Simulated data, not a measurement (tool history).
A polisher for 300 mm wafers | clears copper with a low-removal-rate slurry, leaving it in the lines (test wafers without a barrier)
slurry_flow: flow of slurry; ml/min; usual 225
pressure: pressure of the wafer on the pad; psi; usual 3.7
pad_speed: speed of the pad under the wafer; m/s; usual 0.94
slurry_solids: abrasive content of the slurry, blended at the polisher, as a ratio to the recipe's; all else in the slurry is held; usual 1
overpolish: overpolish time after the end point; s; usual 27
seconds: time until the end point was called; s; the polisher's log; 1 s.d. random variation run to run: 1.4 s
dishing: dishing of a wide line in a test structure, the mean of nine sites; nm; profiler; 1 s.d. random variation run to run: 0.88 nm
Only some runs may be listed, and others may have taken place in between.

| run | hour | slurry_flow | pressure | pad_speed | slurry_solids | overpolish | wafers since the last listed run | wafers polished on this pad | hours since the slurry nozzle was cleaned | hours since the head pressure was calibrated | hours since the slurry blender was calibrated | incoming thickness of the incoming film, nm | seconds | dishing |
|---|---|---|---|---|---|---|---|---|---|---|---|---|---|---|
| 1 | 0 | 225 | 3.7 | 1.02 | 1 | 18 | 0 | 824 | 373.3 | 801.9 | 171.6 | 560.9 | 130.4 | 57.8 |
| 2 | 8.6 | 225 | 3.7 | 1.02 | 1 | 18 | 33 | 858 | 381.9 | 810.5 | 180.2 | 556.2 | 129.4 | 57.5 |
| 3 | 21.2 | 225 | 3.7 | 1.02 | 1 | 18 | 49 | 907 | 394.5 | 823.1 | 192.8 | 555 | 127.7 | 57.4 |
| 4 | 36 | 225 | 3.7 | 0.94 | 1 | 27 | 58 | 966 | 409.3 | 837.9 | 207.6 | 564.6 | 141.9 | 75.1 |
| 5 | 53.3 | 225 | 3.7 | 0.94 | 1 | 27 | 68 | 1034 | 426.6 | 855.2 | 224.9 | 566.6 | 142.3 | 76.8 |
| 6 | 65.4 | 225 | 3.7 | 0.94 | 1 | 27 | 47 | 1082 | 438.7 | 867.3 | 237 | 563.7 | 142 | 76.1 |
| 7 | 79.9 | 225 | 3.7 | 0.94 | 1 | 27 | 57 | 1139 | 453.2 | 881.8 | 251.5 | 556 | 139.8 | 75.1 |
| 8 | 92.5 | 225 | 3.7 | 0.94 | 1 | 27 | 49 | 1189 | 465.8 | 894.4 | 264.1 | 555.5 | 139.1 | 74.5 |
| 9 | 107.7 | 225 | 3.7 | 0.94 | 1 | 27 | 60 | 1249 | 481 | 909.6 | 279.3 | 560 | 141.1 | 75.9 |
| 10 | 121.9 | 225 | 3.7 | 0.94 | 1 | 27 | 56 | 1305 | 495.2 | 923.8 | 293.5 | 559.3 | 139.4 | 75 |
|  | 142.5 | worn pad replaced by a new one |
| 11 | 147.8 | 225 | 3.7 | 0.94 | 1 | 27 | 86 | 20 | 521.1 | 949.7 | 319.4 | 569.6 | 143.5 | 75.7 |
| 12 | 163.9 | 225 | 3.7 | 0.94 | 1 | 27 | 63 | 84 | 537.2 | 965.8 | 335.5 | 554.5 | 137.7 | 75.7 |
| 13 | 170.9 | 225 | 3.7 | 1.04 | 1 | 27 | 27 | 112 | 544.2 | 972.8 | 342.5 | 556.4 | 124.2 | 81.7 |
| 14 | 178.7 | 225 | 3.7 | 0.94 | 1 | 12 | 30 | 142 | 552 | 980.6 | 350.3 | 564.9 | 140.9 | 37.7 |

What does the tool deliver on the next run?
| 15 | 193.2 | 225 | 3.7 | 0.94 | 1 | 27 | 57 | 200 | 566.5 | 995.1 | 364.8 | 565.8 | ? | ? |

For run 15 the tool returned seconds 143.4 s, dishing 75.7 nm.
The same run, on a tool lacking any hidden state, would have yielded seconds 143.4 s, dishing 75.7 nm.
